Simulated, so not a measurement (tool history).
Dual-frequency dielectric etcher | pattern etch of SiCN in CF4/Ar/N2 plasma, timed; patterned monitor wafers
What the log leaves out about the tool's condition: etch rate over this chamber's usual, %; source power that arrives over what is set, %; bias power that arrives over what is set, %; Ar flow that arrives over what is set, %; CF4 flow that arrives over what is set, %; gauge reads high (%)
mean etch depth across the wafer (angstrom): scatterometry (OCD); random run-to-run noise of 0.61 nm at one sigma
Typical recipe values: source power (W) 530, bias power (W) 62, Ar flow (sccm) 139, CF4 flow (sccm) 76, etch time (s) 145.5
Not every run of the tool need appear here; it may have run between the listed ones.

run,hour,source power (W),bias power (W),Ar flow (sccm),CF4 flow (sccm),etch time (s),wafers since the last listed run,hours since the last wet clean,hours since the last source power generator calibration,hours since the last bias power generator calibration,hours since the last Ar flow controller change,hours since the last CF4 flow controller change,hours since the last upper electrode change,hours since the gauge calibration,"read-back reference wafer on the same gauge, depth_nm",mean etch depth across the wafer (angstrom)
1,0.0,530,62,139,76,145.5,0,142.6,105.2,4759.7,2596.6,2007.1,1899.8,48.0,104.2,1234
2,27.9,530,62,139,76,145.5,199,170.5,133.1,4787.6,2624.5,2035.0,1927.7,75.9,104.1,1225
3,55.8,530,62,139,76,145.5,199,198.4,161.0,4815.5,2652.4,2062.9,1955.6,103.8,103.9,1232
4,73.9,530,62,139,76,145.5,129,216.5,179.1,4833.6,2670.5,2081.0,1973.7,121.9,103.9,1214
# hour 94.5: bias power generator calibrated
5,95.0,610,72,109,69,145.5,122,237.6,200.2,0.5,2691.6,2102.1,1994.8,143.0,103.9,1493
6,117.7,620,62,115,64,119.0,162,260.3,222.9,23.2,2714.3,2124.8,2017.5,165.7,104.1,1128
# hour 160.1: Ar flow controller replaced
# hour 161.7: upper electrode replaced
7,162.2,470,74,139,87,122.0,264,304.8,267.4,67.7,2.1,2169.3,0.5,210.2,104.2,1023
8,180.1,530,62,139,76,145.5,128,322.7,285.3,85.6,20.0,2187.2,18.4,228.1,104.1,1218
9,200.6,460,62,139,76,158.5,146,343.2,305.8,106.1,40.5,2207.7,38.9,248.6,103.8,1171
10,218.9,410,62,121,93,164.0,130,361.5,324.1,124.4,58.8,2226.0,57.2,266.9,104.0,1159
# hour 225.1: CF4 flow controller replaced
11,233.2,530,62,139,76,145.5,59,375.8,338.4,138.7,73.1,8.1,71.5,281.2,103.9,1214
12,261.1,530,62,139,76,145.5,199,403.7,366.3,166.6,101.0,36.0,99.4,309.1,104.0,1213
# hour 302.0: wet clean of the chamber
13,302.5,600,49,139,76,145.5,124,0.5,407.7,208.0,142.4,77.4,140.8,350.5,104.1,1255
14,314.3,530,62,139,93,145.5,84,12.3,419.5,219.8,154.2,89.2,152.6,362.3,104.3,1309
15,333.5,530,62,139,76,145.5,137,31.5,438.7,239.0,173.4,108.4,171.8,381.5,104.2,1263
16,357.9,460,47,139,89,145.5,174,55.9,463.1,263.4,197.8,132.8,196.2,405.9,104.1,1013
17,392.2,480,53,139,76,125.0,245,90.2,497.4,297.7,232.1,167.1,230.5,440.2,103.8,922
18,414.8,430,52,105,76,145.5,161,112.8,520.0,320.3,254.7,189.7,253.1,462.8,104.1,997
19,431.6,530,62,126,70,172.0,120,129.6,536.8,337.1,271.5,206.5,269.9,479.6,104.0,1473
20,466.4,530,62,120,76,145.5,249,164.4,571.6,371.9,306.3,241.3,304.7,514.4,104.2,1269
21,490.3,530,62,139,76,145.5,171,188.3,595.5,395.8,330.2,265.2,328.6,538.3,104.1,1235
22,521.7,530,62,139,76,145.5,224,219.7,626.9,427.2,361.6,296.6,360.0,569.7,103.9,1237

Alternative continuations, all from the tool just after run 22; predict every row:
A,522.2,530,62,139,76,145.5,3,220.2,627.4,427.7,362.1,297.1,360.5,570.2,?,?
B,522.2,440,62,156,59,157.0,3,220.2,627.4,427.7,362.1,297.1,360.5,570.2,?,?
C,522.2,480,73,139,69,145.5,3,220.2,627.4,427.7,362.1,297.1,360.5,570.2,?,?

run,"read-back reference wafer on the same gauge, depth_nm",mean etch depth across the wafer (angstrom)
A,104.1,1237
B,104.1,1063
C,104.1,1202
With the hidden condition removed and each run's random variation left untouched, the same runs would have given:
run,mean etch depth across the wafer (angstrom)
A,1248
B,1073
C,1214
